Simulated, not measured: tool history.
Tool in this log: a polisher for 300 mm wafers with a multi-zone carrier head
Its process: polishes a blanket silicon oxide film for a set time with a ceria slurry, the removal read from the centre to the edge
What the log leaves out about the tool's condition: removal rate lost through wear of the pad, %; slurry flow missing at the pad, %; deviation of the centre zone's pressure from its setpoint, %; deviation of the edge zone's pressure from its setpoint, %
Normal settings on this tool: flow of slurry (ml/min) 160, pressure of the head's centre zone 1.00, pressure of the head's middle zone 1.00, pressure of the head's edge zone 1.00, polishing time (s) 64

run,hour,flow of slurry (ml/min),pressure of the head's centre zone,pressure of the head's middle zone,pressure of the head's edge zone,polishing time (s),wafers since the last listed run,wafers polished on this pad,hours since the slurry nozzle was cleaned,hours since the centre zone pressure was calibrated,hours since the edge zone pressure was calibrated,hours since the carrier head's membrane was replaced,"incoming thickness of the incoming film, nm",film removed at the wafer's centre (Å),film removed at mid-radius (Å),film removed at the wafer's edge (Å)
1,0.0,160,1.00,1.00,1.00,64,0,48,54.1,24.1,6.4,56.4,1839.4,2621,2750,2717
2,7.4,160,1.00,1.00,1.00,64,50,98,61.5,31.5,13.8,63.8,1885.9,2627,2749,2752
3,25.3,160,1.00,1.00,1.00,64,121,220,79.4,49.4,31.7,81.7,1863.3,2669,2725,2716
4,37.0,130,1.00,1.00,1.06,64,79,300,91.1,61.1,43.4,93.4,1847.7,2526,2614,2728
5,45.7,160,0.96,1.05,1.08,79,59,359,99.8,69.8,52.1,102.1,1855.6,3156,3524,3492
6,54.4,160,1.00,0.93,1.00,64,59,418,108.5,78.5,60.8,110.8,1889.5,2654,2561,2741
7,66.5,160,1.08,1.00,1.00,83,82,501,120.6,90.6,72.9,122.9,1884.0,3695,3605,3523
8,78.3,110,1.00,1.00,1.00,58,80,581,132.4,102.4,84.7,134.7,1887.8,2221,2299,2364
9,90.8,160,1.00,1.00,1.00,64,85,666,144.9,114.9,97.2,147.2,1864.1,2660,2753,2734
# hour 106.9: worn pad replaced by a new one
10,107.4,160,1.00,1.00,1.00,45,85,3,161.5,131.5,113.8,163.8,1861.8,1862,1916,1911
11,112.9,160,1.00,1.00,1.00,47,37,40,167.0,137.0,119.3,169.3,1835.6,1927,1963,2012
12,124.7,160,1.00,1.10,1.00,64,80,120,178.8,148.8,131.1,181.1,1843.3,2642,2937,2716
13,142.4,160,1.00,1.00,1.00,64,120,241,196.5,166.5,148.8,198.8,1854.5,2636,2765,2721
14,149.4,160,1.00,1.12,1.08,64,47,289,203.5,173.5,155.8,205.8,1827.9,2638,2983,2871
15,164.0,185,1.00,1.11,1.12,64,99,388,218.1,188.1,170.4,220.4,1895.3,2731,3068,2917
16,179.4,185,1.00,1.00,0.93,64,104,493,233.5,203.5,185.8,235.8,1899.2,2684,2813,2702
17,190.7,160,1.00,1.00,1.00,64,76,570,244.8,214.8,197.1,247.1,1831.7,2666,2802,2753
18,197.6,160,1.00,1.00,1.09,64,46,617,251.7,221.7,204.0,254.0,1851.2,2606,2719,2880
19,210.8,160,1.00,1.00,1.06,83,89,707,264.9,234.9,217.2,267.2,1862.8,3443,3483,3681
20,219.9,160,1.00,1.10,1.00,64,61,769,274.0,244.0,226.3,276.3,1873.9,2668,2972,2738
21,236.3,160,1.03,1.00,1.00,64,111,881,290.4,260.4,242.7,292.7,1866.1,2701,2732,2689
# hour 243.3: worn pad replaced by a new one
22,249.3,160,1.10,1.04,1.00,64,61,40,303.4,273.4,255.7,305.7,1872.6,2933,2850,2706

Consider 5 possible next runs. They are alternatives, not a sequence: every one starts from the tool as it was left by run 22. What does each give?
A,249.7,160,1.00,0.97,1.00,64,2,43,303.8,273.8,256.1,306.1,1894.9,?,?,?
B,249.7,160,1.07,1.00,1.10,51,2,43,303.8,273.8,256.1,306.1,1894.9,?,?,?
C,249.7,115,0.89,1.05,1.00,64,2,43,303.8,273.8,256.1,306.1,1894.9,?,?,?
D,249.7,160,0.94,1.00,0.93,64,2,43,303.8,273.8,256.1,306.1,1894.9,?,?,?
E,249.7,180,1.00,1.04,1.10,45,2,43,303.8,273.8,256.1,306.1,1894.9,?,?,?

run,film removed at the wafer's centre (Å),film removed at mid-radius (Å),film removed at the wafer's edge (Å)
A,2634,2661,2713
B,2247,2175,2265
C,2198,2692,2605
D,2475,2732,2620
E,1889,2019,2023
What these runs would have given with no unlogged condition in the tool:
run,film removed at the wafer's centre (Å),film removed at mid-radius (Å),film removed at the wafer's edge (Å)
A,2634,2661,2713
B,2247,2175,2265
C,2198,2692,2605
D,2475,2732,2620
E,1889,2019,2023
